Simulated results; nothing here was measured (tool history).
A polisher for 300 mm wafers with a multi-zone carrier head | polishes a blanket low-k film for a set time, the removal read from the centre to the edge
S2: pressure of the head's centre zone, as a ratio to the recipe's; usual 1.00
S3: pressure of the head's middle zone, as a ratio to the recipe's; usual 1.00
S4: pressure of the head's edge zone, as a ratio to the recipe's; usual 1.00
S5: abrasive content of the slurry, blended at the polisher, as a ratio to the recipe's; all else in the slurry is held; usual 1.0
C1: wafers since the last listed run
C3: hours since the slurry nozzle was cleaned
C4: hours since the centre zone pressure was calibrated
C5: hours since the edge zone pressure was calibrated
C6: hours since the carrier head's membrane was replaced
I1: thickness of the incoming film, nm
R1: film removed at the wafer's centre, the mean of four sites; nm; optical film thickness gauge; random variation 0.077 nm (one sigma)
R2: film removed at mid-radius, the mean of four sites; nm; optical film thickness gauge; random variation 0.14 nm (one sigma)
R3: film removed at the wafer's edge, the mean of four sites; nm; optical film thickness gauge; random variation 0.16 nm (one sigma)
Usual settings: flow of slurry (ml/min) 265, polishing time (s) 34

{"run": 1, "hour": 0.0, "flow of slurry (ml/min)": 265, "S2": 1.0, "S3": 1.0, "S4": 1.0, "S5": 1.0, "polishing time (s)": 34, "C1": 0, "wafers polished on this pad": 4049, "C3": 262.9, "C4": 1441.4, "C5": 366.9, "C6": 1194.5, "I1": 496.8, "R1": 11.3, "R2": 11.0, "R3": 11.6}
{"run": 2, "hour": 78.8, "flow of slurry (ml/min)": 265, "S2": 1.0, "S3": 1.0, "S4": 1.0, "S5": 1.0, "polishing time (s)": 34, "C1": 857, "wafers polished on this pad": 4907, "C3": 341.7, "C4": 1520.2, "C5": 445.7, "C6": 1273.3, "I1": 493.7, "R1": 11.2, "R2": 11.2, "R3": 11.4}
{"hour": 84.8, "done": "centre zone pressure recalibrated"}
{"hour": 100.6, "done": "edge zone pressure recalibrated"}
{"hour": 104.7, "done": "worn pad replaced by a new one"}
{"run": 3, "hour": 150.3, "flow of slurry (ml/min)": 265, "S2": 1.0, "S3": 1.0, "S4": 1.0, "S5": 1.0, "polishing time (s)": 34, "C1": 691, "wafers polished on this pad": 496, "C3": 413.2, "C4": 65.5, "C5": 49.7, "C6": 1344.8, "I1": 500.5, "R1": 11.8, "R2": 11.6, "R3": 11.9}
{"run": 4, "hour": 222.4, "flow of slurry (ml/min)": 265, "S2": 1.0, "S3": 1.0, "S4": 1.0, "S5": 1.0, "polishing time (s)": 34, "C1": 784, "wafers polished on this pad": 1281, "C3": 485.3, "C4": 137.6, "C5": 121.8, "C6": 1416.9, "I1": 503.6, "R1": 11.4, "R2": 11.4, "R3": 11.6}
{"hour": 261.5, "done": "slurry nozzle cleaned"}
{"run": 5, "hour": 317.1, "flow of slurry (ml/min)": 265, "S2": 1.0, "S3": 1.0, "S4": 1.0, "S5": 1.0, "polishing time (s)": 34, "C1": 1019, "wafers polished on this pad": 2301, "C3": 55.6, "C4": 232.3, "C5": 216.5, "C6": 1511.6, "I1": 498.6, "R1": 11.5, "R2": 11.2, "R3": 11.9}
{"run": 6, "hour": 410.7, "flow of slurry (ml/min)": 295, "S2": 1.0, "S3": 1.0, "S4": 1.0, "S5": 1.0, "polishing time (s)": 34, "C1": 1018, "wafers polished on this pad": 3319, "C3": 149.2, "C4": 325.9, "C5": 310.1, "C6": 1605.2, "I1": 506.8, "R1": 11.4, "R2": 11.3, "R3": 11.6}
{"run": 7, "hour": 463.7, "flow of slurry (ml/min)": 265, "S2": 1.0, "S3": 1.0, "S4": 1.0, "S5": 1.0, "polishing time (s)": 34, "C1": 576, "wafers polished on this pad": 3896, "C3": 202.2, "C4": 378.9, "C5": 363.1, "C6": 1658.2, "I1": 498.1, "R1": 11.3, "R2": 11.0, "R3": 11.5}
{"run": 8, "hour": 548.0, "flow of slurry (ml/min)": 265, "S2": 1.0, "S3": 1.07, "S4": 1.04, "S5": 1.0, "polishing time (s)": 34, "C1": 917, "wafers polished on this pad": 4814, "C3": 286.5, "C4": 463.2, "C5": 447.4, "C6": 1742.5, "I1": 496.7, "R1": 11.2, "R2": 11.4, "R3": 11.8}
{"hour": 554.1, "done": "carrier head's membrane replaced by a new one"}
{"hour": 559.0, "done": "edge zone pressure recalibrated"}
{"hour": 578.1, "done": "worn pad replaced by a new one"}
{"run": 9, "hour": 597.9, "flow of slurry (ml/min)": 295, "S2": 1.0, "S3": 1.0, "S4": 1.0, "S5": 1.0, "polishing time (s)": 34, "C1": 423, "wafers polished on this pad": 215, "C3": 336.4, "C4": 513.1, "C5": 38.9, "C6": 43.8, "I1": 504.0, "R1": 11.9, "R2": 12.1, "R3": 12.5}
{"run": 10, "hour": 634.8, "flow of slurry (ml/min)": 265, "S2": 1.0, "S3": 1.07, "S4": 1.06, "S5": 1.0, "polishing time (s)": 39, "C1": 401, "wafers polished on this pad": 616, "C3": 373.3, "C4": 550.0, "C5": 75.8, "C6": 80.7, "I1": 499.4, "R1": 13.3, "R2": 13.7, "R3": 13.7}
{"run": 11, "hour": 714.6, "flow of slurry (ml/min)": 265, "S2": 0.91, "S3": 0.95, "S4": 0.89, "S5": 1.0, "polishing time (s)": 46, "C1": 868, "wafers polished on this pad": 1485, "C3": 453.1, "C4": 629.8, "C5": 155.6, "C6": 160.5, "I1": 505.5, "R1": 13.9, "R2": 14.9, "R3": 14.8}
{"hour": 740.9, "done": "slurry nozzle cleaned"}
{"run": 12, "hour": 809.1, "flow of slurry (ml/min)": 265, "S2": 0.94, "S3": 1.0, "S4": 1.0, "S5": 1.3, "polishing time (s)": 37, "C1": 1017, "wafers polished on this pad": 2502, "C3": 68.2, "C4": 724.3, "C5": 250.1, "C6": 255.0, "I1": 506.1, "R1": 12.9, "R2": 13.6, "R3": 14.2}
{"run": 13, "hour": 1045.0, "flow of slurry (ml/min)": 265, "S2": 1.0, "S3": 1.08, "S4": 1.0, "S5": 1.0, "polishing time (s)": 34, "C1": 2567, "wafers polished on this pad": 5070, "C3": 304.1, "C4": 960.2, "C5": 486.0, "C6": 490.9, "I1": 508.6, "R1": 11.3, "R2": 11.8, "R3": 11.2}
{"hour": 1049.7, "done": "edge zone pressure recalibrated"}
{"run": 14, "hour": 1101.5, "flow of slurry (ml/min)": 265, "S2": 1.0, "S3": 1.06, "S4": 1.0, "S5": 1.0, "polishing time (s)": 34, "C1": 593, "wafers polished on this pad": 5663, "C3": 360.6, "C4": 1016.7, "C5": 51.8, "C6": 547.4, "I1": 497.5, "R1": 11.4, "R2": 11.3, "R3": 11.4}
{"hour": 1108.1, "done": "worn pad replaced by a new one"}
{"run": 15, "hour": 1158.8, "flow of slurry (ml/min)": 265, "S2": 1.0, "S3": 1.0, "S4": 1.0, "S5": 1.1, "polishing time (s)": 34, "C1": 580, "wafers polished on this pad": 551, "C3": 417.9, "C4": 1074.0, "C5": 109.1, "C6": 604.7, "I1": 499.4, "R1": 12.1, "R2": 12.2, "R3": 12.2}
{"run": 16, "hour": 1228.2, "flow of slurry (ml/min)": 265, "S2": 1.0, "S3": 1.0, "S4": 1.0, "S5": 1.0, "polishing time (s)": 34, "C1": 755, "wafers polished on this pad": 1307, "C3": 487.3, "C4": 1143.4, "C5": 178.5, "C6": 674.1, "I1": 502.3, "R1": 11.3, "R2": 11.4, "R3": 11.5}
{"run": 17, "hour": 1292.4, "flow of slurry (ml/min)": 265, "S2": 1.0, "S3": 1.0, "S4": 1.0, "S5": 1.0, "polishing time (s)": 34, "C1": 698, "wafers polished on this pad": 2005, "C3": 551.5, "C4": 1207.6, "C5": 242.7, "C6": 738.3, "I1": 501.4, "R1": 11.3, "R2": 11.3, "R3": 11.6}
{"hour": 1329.0, "done": "slurry nozzle cleaned"}
{"run": 18, "hour": 1365.4, "flow of slurry (ml/min)": 265, "S2": 1.0, "S3": 1.07, "S4": 1.0, "S5": 1.0, "polishing time (s)": 34, "C1": 783, "wafers polished on this pad": 2789, "C3": 36.4, "C4": 1280.6, "C5": 315.7, "C6": 811.3, "I1": 498.5, "R1": 11.5, "R2": 11.6, "R3": 11.7}
{"run": 19, "hour": 1448.0, "flow of slurry (ml/min)": 265, "S2": 1.04, "S3": 1.0, "S4": 0.93, "S5": 1.0, "polishing time (s)": 34, "C1": 898, "wafers polished on this pad": 3688, "C3": 119.0, "C4": 1363.2, "C5": 398.3, "C6": 893.9, "I1": 500.1, "R1": 11.7, "R2": 11.2, "R3": 11.1}
{"run": 20, "hour": 1495.8, "flow of slurry (ml/min)": 265, "S2": 1.0, "S3": 1.0, "S4": 1.0, "S5": 1.0, "polishing time (s)": 34, "C1": 520, "wafers polished on this pad": 4208, "C3": 166.8, "C4": 1411.0, "C5": 446.1, "C6": 941.7, "I1": 496.4, "R1": 11.3, "R2": 11.2, "R3": 11.6}
{"run": 21, "hour": 1553.4, "flow of slurry (ml/min)": 265, "S2": 1.0, "S3": 0.92, "S4": 1.0, "S5": 1.0, "polishing time (s)": 34, "C1": 626, "wafers polished on this pad": 4835, "C3": 224.4, "C4": 1468.6, "C5": 503.7, "C6": 999.3, "I1": 498.5, "R1": 11.2, "R2": 10.7, "R3": 11.5}
{"hour": 1555.8, "done": "centre zone pressure recalibrated"}
{"hour": 1569.6, "done": "worn pad replaced by a new one"}
{"hour": 1613.0, "done": "edge zone pressure recalibrated"}
{"run": 22, "hour": 1635.5, "flow of slurry (ml/min)": 265, "S2": 1.07, "S3": 1.0, "S4": 1.0, "S5": 1.0, "polishing time (s)": 43, "C1": 806, "wafers polished on this pad": 695, "C3": 306.5, "C4": 79.7, "C5": 22.5, "C6": 1081.4, "I1": 504.7, "R1": 15.8, "R2": 14.7, "R3": 15.0}

Forecast each of these 3 alternatives for the next run:
{"run": "A", "hour": 1635.9, "flow of slurry (ml/min)": 265, "S2": 1.0, "S3": 1.0, "S4": 1.0, "S5": 1.0, "polishing time (s)": 34, "C1": 4, "wafers polished on this pad": 699, "C3": 306.9, "C4": 80.1, "C5": 22.9, "C6": 1081.8, "I1": 499.6, "R1": "?", "R2": "?", "R3": "?"}
{"run": "B", "hour": 1635.9, "flow of slurry (ml/min)": 265, "S2": 0.96, "S3": 1.0, "S4": 0.94, "S5": 1.0, "polishing time (s)": 34, "C1": 4, "wafers polished on this pad": 699, "C3": 306.9, "C4": 80.1, "C5": 22.9, "C6": 1081.8, "I1": 499.6, "R1": "?", "R2": "?", "R3": "?"}
{"run": "C", "hour": 1635.9, "flow of slurry (ml/min)": 220, "S2": 0.89, "S3": 1.0, "S4": 0.92, "S5": 1.0, "polishing time (s)": 34, "C1": 4, "wafers polished on this pad": 699, "C3": 306.9, "C4": 80.1, "C5": 22.9, "C6": 1081.8, "I1": 499.6, "R1": "?", "R2": "?", "R3": "?"}

run=A R1=11.7 R2=11.4 R3=11.9
run=B R1=11.2 R2=11.4 R3=11.6
run=C R1=10.0 R2=11.1 R3=11.2
Without the tool's hidden state the same runs would have given:
run=A R1=12.2 R2=11.9 R3=12.3
run=B R1=11.7 R2=11.9 R3=12.0
run=C R1=10.5 R2=11.6 R3=11.6

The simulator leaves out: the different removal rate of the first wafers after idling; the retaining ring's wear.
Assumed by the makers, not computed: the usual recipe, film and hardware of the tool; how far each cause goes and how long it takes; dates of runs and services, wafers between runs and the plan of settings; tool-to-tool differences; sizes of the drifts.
